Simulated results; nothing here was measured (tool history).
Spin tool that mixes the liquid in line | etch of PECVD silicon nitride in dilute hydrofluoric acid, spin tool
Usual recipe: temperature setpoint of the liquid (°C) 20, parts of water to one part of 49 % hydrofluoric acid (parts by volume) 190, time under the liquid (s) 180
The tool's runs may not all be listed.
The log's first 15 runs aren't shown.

run	hour	temperature setpoint of the liquid (°C)	parts of water to one part of 49 % hydrofluoric acid (parts by volume)	time under the liquid (s)	read-back film thickness of the PECVD silicon nitride reference wafer, read on the same gauge (nm)	thickness taken off the PECVD silicon nitride on a monitor wafer (nm)
16	465.9	20	190	180	80.027	4.204
17	491.9	22.5	190	270	80.005	7.447
18	507.4	20	190	180	79.984	4.176
# hour 511.6: thermometer replaced
19	524.5	20	190	180	79.99	3.484
20	548.4	20	190	180	79.983	3.562
21	576.6	20	190	180	80.018	3.504
22	592.3	20	190	285	79.974	5.64
# hour 595: hydrofluoric acid flow meter replaced
23	625.7	20	190	180	80.037	3.599
24	650.2	24.5	190	110	79.997	2.9
25	680.6	17	280	110	80.01	1.246
26	694.1	17	190	260	80.003	4.21
27	710.1	24	190	255	80.006	6.581
28	729.1	20	190	180	79.969	3.641

Estimate the outcome of run 29 from the log above:
29	755.1	18.5	190	180	?	?

{"run 29": {"read-back film thickness of the PECVD silicon nitride reference wafer, read on the same gauge (nm)": 79.995, "thickness taken off the PECVD silicon nitride on a monitor wafer (nm)": 3.345}}
If the tool had no hidden condition, the same run with the same run-to-run variation would have returned thickness taken off the PECVD silicon nitride on a monitor wafer (nm) 3.195.
